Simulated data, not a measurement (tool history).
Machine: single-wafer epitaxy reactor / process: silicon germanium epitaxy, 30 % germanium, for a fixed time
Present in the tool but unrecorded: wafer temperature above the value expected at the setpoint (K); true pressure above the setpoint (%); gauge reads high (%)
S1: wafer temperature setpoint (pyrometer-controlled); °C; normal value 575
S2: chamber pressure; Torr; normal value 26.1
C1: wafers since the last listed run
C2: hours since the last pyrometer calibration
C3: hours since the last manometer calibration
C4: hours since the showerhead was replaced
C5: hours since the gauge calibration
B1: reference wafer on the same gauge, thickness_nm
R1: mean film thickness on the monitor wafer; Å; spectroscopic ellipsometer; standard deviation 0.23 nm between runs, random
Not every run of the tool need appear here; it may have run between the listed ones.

Run 1, day 0: usual settings; C1 0; C2 1445.5; C3 1013.8; C4 4269; C5 1187.7; B1 43.25. Result: R1 433.67 Å.
At day 0.708: gauge calibrated.
Run 2, day 2.092: usual settings but S1 569 °C; C1 773; C2 1495.7; C3 1064; C4 4319.2; C5 33.2; B1 43.209. Result: R1 380.96 Å.
Run 3, day 5.421: usual settings but S1 569 °C; C1 1230; C2 1575.6; C3 1143.9; C4 4399.1; C5 113.1; B1 43.17. Result: R1 378.37 Å.
Run 4, day 7.371: usual settings but S1 569 °C; C1 720; C2 1622.4; C3 1190.7; C4 4445.9; C5 159.9; B1 43.265. Result: R1 383.3 Å.
Run 5, day 9.229: usual settings; C1 687; C2 1667; C3 1235.3; C4 4490.5; C5 204.5; B1 43.217. Result: R1 432.72 Å.
Run 6, day 12.95: usual settings; C1 1375; C2 1756.3; C3 1324.6; C4 4579.8; C5 293.8; B1 43.134. Result: R1 436.85 Å.
Run 7, day 16.079: usual settings; C1 1156; C2 1831.4; C3 1399.7; C4 4654.9; C5 368.9; B1 43.146. Result: R1 434.53 Å.
Run 8, day 18.5: usual settings; C1 895; C2 1889.5; C3 1457.8; C4 4713; C5 427; B1 43.16. Result: R1 436.82 Å.
Run 9, day 21.329: usual settings; C1 1046; C2 1957.4; C3 1525.7; C4 4780.9; C5 494.9; B1 43.147. Result: R1 434.78 Å.
Run 10, day 23.992: usual settings; C1 984; C2 2021.3; C3 1589.6; C4 4844.8; C5 558.8; B1 43.198. Result: R1 437.8 Å.
Run 11, day 26.171: usual settings; C1 805; C2 2073.6; C3 1641.9; C4 4897.1; C5 611.1; B1 43.265. Result: R1 435.54 Å.
Run 12, day 29.833: usual settings but S2 23.5 Torr; C1 1354; C2 2161.5; C3 1729.8; C4 4985; C5 699; B1 43.069. Result: R1 426.68 Å.
Run 13, day 33.308: usual settings but S2 23.5 Torr; C1 1284; C2 2244.9; C3 1813.2; C4 5068.4; C5 782.4; B1 43.214. Result: R1 424.03 Å.
Run 14, day 37.25: usual settings but S1 578 °C, S2 28.4 Torr; C1 1457; C2 2339.5; C3 1907.8; C4 5163; C5 877; B1 43.231. Result: R1 479.82 Å.
At day 40.617: pyrometer calibrated.
Run 15, day 40.829: usual settings but S1 560 °C; C1 1200; C2 5.1; C3 1993.7; C4 5248.9; C5 962.9; B1 43.256. Result: R1 313 Å.
At day 41.712: showerhead replaced.
Run 16, day 43.158: usual settings; C1 737; C2 61; C3 2049.6; C4 34.7; C5 1018.8; B1 43.182. Result: R1 434.41 Å.
At day 46.858: gauge calibrated.
Run 17, day 54.875: usual settings but S1 584 °C, S2 22.1 Torr; C1 4332; C2 342.2; C3 2330.8; C4 315.9; C5 192.4; B1 43.144. Result: R1 504.32 Å.
Run 18, day 58.408: usual settings but S2 22.7 Torr; C1 1306; C2 427; C3 2415.6; C4 400.7; C5 277.2; B1 43.279. Result: R1 417.23 Å.
Run 19, day 60.846: usual settings but S1 583 °C, S2 30.1 Torr; C1 901; C2 485.5; C3 2474.1; C4 459.2; C5 335.7; B1 43.174. Result: R1 544.51 Å.
Run 20, day 63.5: usual settings; C1 981; C2 549.2; C3 2537.8; C4 522.9; C5 399.4; B1 43.318. Result: R1 431.66 Å.
Run 21, day 66.112: usual settings; C1 965; C2 611.9; C3 2600.5; C4 585.6; C5 462.1; B1 43.19. Result: R1 433.45 Å.
Run 22, day 70.129: usual settings but S1 569 °C, S2 30.7 Torr; C1 1485; C2 708.3; C3 2696.9; C4 682; C5 558.5; B1 43.182. Result: R1 399.23 Å.
At day 72.358: capacitance manometer re-zeroed and calibrated.
Run 23, day 72.6: usual settings but S1 568 °C, S2 23.2 Torr; C1 790; C2 767.6; C3 5.8; C4 741.3; C5 617.8; B1 43.104. Result: R1 359.54 Å.
Run 24, day 76.262: usual settings but S2 21 Torr; C1 1354; C2 855.5; C3 93.7; C4 829.2; C5 705.7; B1 43.202. Result: R1 404.79 Å.
Run 25, day 83.2: usual settings; C1 2565; C2 1022; C3 260.2; C4 995.7; C5 872.2; B1 43.227. Result: R1 434.18 Å.
Run 26, day 85.15: usual settings but S1 569 °C, S2 29.3 Torr; C1 720; C2 1068.8; C3 307; C4 1042.5; C5 919; B1 43.178. Result: R1 393.72 Å.
Run 27, day 88.317: usual settings; C1 1170; C2 1144.8; C3 383; C4 1118.5; C5 995; B1 43.252. Result: R1 437.73 Å.
Run 28, day 91.696: usual settings but S1 570 °C, S2 21.5 Torr; C1 1249; C2 1225.9; C3 464.1; C4 1199.6; C5 1076.1; B1 43.211. Result: R1 369.33 Å.
Run 29, day 95.454: usual settings but S2 22.1 Torr; C1 1389; C2 1316.1; C3 554.3; C4 1289.8; C5 1166.3; B1 43.195. Result: R1 415.07 Å.

Branching from run 29: 5 alternative next runs. What would each branch give?
Run A, day 95.471: usual settings; C1 6; C2 1316.5; C3 554.7; C4 1290.2; C5 1166.7; B1 ?. Result: R1 ?.
Run B, day 95.471: usual settings but S2 27.8 Torr; C1 6; C2 1316.5; C3 554.7; C4 1290.2; C5 1166.7; B1 ?. Result: R1 ?.
Run C, day 95.471: usual settings but S1 568 °C, S2 20.8 Torr; C1 6; C2 1316.5; C3 554.7; C4 1290.2; C5 1166.7; B1 ?. Result: R1 ?.
Run D, day 95.471: usual settings but S1 562 °C, S2 22.2 Torr; C1 6; C2 1316.5; C3 554.7; C4 1290.2; C5 1166.7; B1 ?. Result: R1 ?.
Run E, day 95.471: usual settings but S1 587 °C, S2 21.5 Torr; C1 6; C2 1316.5; C3 554.7; C4 1290.2; C5 1166.7; B1 ?. Result: R1 ?.

run      B1      R1
  A  43.244  433.45
  B  43.244  441.31
  C  43.244  348.61
  D  43.244  309.57
  E  43.244  533.39
With no hidden state in the tool, these same runs would have given:
run      R1
  A  433.45
  B  441.31
  C  348.61
  D  309.57
  E  533.39
